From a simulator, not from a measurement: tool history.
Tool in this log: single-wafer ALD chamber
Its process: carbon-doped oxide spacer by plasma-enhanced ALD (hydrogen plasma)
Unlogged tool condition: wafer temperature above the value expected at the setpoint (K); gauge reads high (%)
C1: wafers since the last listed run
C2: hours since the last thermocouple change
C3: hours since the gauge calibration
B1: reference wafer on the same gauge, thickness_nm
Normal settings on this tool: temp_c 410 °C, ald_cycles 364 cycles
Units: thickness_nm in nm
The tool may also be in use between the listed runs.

{"run": 1, "hour": 0.0, "temp_c": 410, "ald_cycles": 364, "C1": 0, "C2": 768.1, "C3": 311.1, "B1": 15.294, "thickness_nm": 18.143}
{"run": 2, "hour": 42.4, "temp_c": 410, "ald_cycles": 364, "C1": 30, "C2": 810.5, "C3": 353.5, "B1": 15.318, "thickness_nm": 18.217}
{"run": 3, "hour": 101.8, "temp_c": 398, "ald_cycles": 411, "C1": 42, "C2": 869.9, "C3": 412.9, "B1": 15.292, "thickness_nm": 21.04}
{"run": 4, "hour": 152.9, "temp_c": 398, "ald_cycles": 411, "C1": 36, "C2": 921.0, "C3": 464.0, "B1": 15.304, "thickness_nm": 21.09}
{"run": 5, "hour": 215.1, "temp_c": 398, "ald_cycles": 411, "C1": 44, "C2": 983.2, "C3": 526.2, "B1": 15.293, "thickness_nm": 20.99}
{"run": 6, "hour": 242.4, "temp_c": 410, "ald_cycles": 364, "C1": 19, "C2": 1010.5, "C3": 553.5, "B1": 15.292, "thickness_nm": 18.254}
{"run": 7, "hour": 267.1, "temp_c": 410, "ald_cycles": 364, "C1": 17, "C2": 1035.2, "C3": 578.2, "B1": 15.302, "thickness_nm": 18.273}
{"run": 8, "hour": 327.4, "temp_c": 410, "ald_cycles": 364, "C1": 42, "C2": 1095.5, "C3": 638.5, "B1": 15.298, "thickness_nm": 18.185}
{"run": 9, "hour": 377.7, "temp_c": 421, "ald_cycles": 339, "C1": 35, "C2": 1145.8, "C3": 688.8, "B1": 15.298, "thickness_nm": 16.427}
{"run": 10, "hour": 424.6, "temp_c": 415, "ald_cycles": 408, "C1": 33, "C2": 1192.7, "C3": 735.7, "B1": 15.299, "thickness_nm": 20.168}
{"hour": 571.7, "done": "thermocouple changed; heater temperature recalibrated"}
{"run": 11, "hour": 637.2, "temp_c": 397, "ald_cycles": 397, "C1": 145, "C2": 65.5, "C3": 948.3, "B1": 15.295, "thickness_nm": 20.292}
{"hour": 655.8, "done": "gauge calibrated"}
{"run": 12, "hour": 672.4, "temp_c": 397, "ald_cycles": 328, "C1": 24, "C2": 100.7, "C3": 16.6, "B1": 15.295, "thickness_nm": 16.702}
{"run": 13, "hour": 720.9, "temp_c": 398, "ald_cycles": 345, "C1": 34, "C2": 149.2, "C3": 65.1, "B1": 15.299, "thickness_nm": 17.542}
{"hour": 772.4, "done": "thermocouple changed; heater temperature recalibrated, repeated, since the last time left the tool worse"}
{"run": 14, "hour": 779.6, "temp_c": 396, "ald_cycles": 331, "C1": 35, "C2": 7.2, "C3": 123.8, "B1": 15.307, "thickness_nm": 16.903}
{"run": 15, "hour": 826.4, "temp_c": 414, "ald_cycles": 306, "C1": 33, "C2": 54.0, "C3": 170.6, "B1": 15.309, "thickness_nm": 14.917}
{"run": 16, "hour": 935.5, "temp_c": 410, "ald_cycles": 364, "C1": 77, "C2": 163.1, "C3": 279.7, "B1": 15.298, "thickness_nm": 18.013}

For each run, what was the tool's unlogged condition?
gauge reads high (%): 0, the same for each run
H1: wafer temperature above the value expected at the setpoint (K)
run=1 H1=-2.63
run=2 H1=-2.78
run=3 H1=-2.99
run=4 H1=-3.16
run=5 H1=-3.38
run=6 H1=-3.48
run=7 H1=-3.56
run=8 H1=-3.77
run=9 H1=-3.95
run=10 H1=-4.11
run=11 H1=-7.34
run=12 H1=-7.46
run=13 H1=-7.63
run=14 H1=-0.0231
run=15 H1=-0.186
run=16 H1=-0.565

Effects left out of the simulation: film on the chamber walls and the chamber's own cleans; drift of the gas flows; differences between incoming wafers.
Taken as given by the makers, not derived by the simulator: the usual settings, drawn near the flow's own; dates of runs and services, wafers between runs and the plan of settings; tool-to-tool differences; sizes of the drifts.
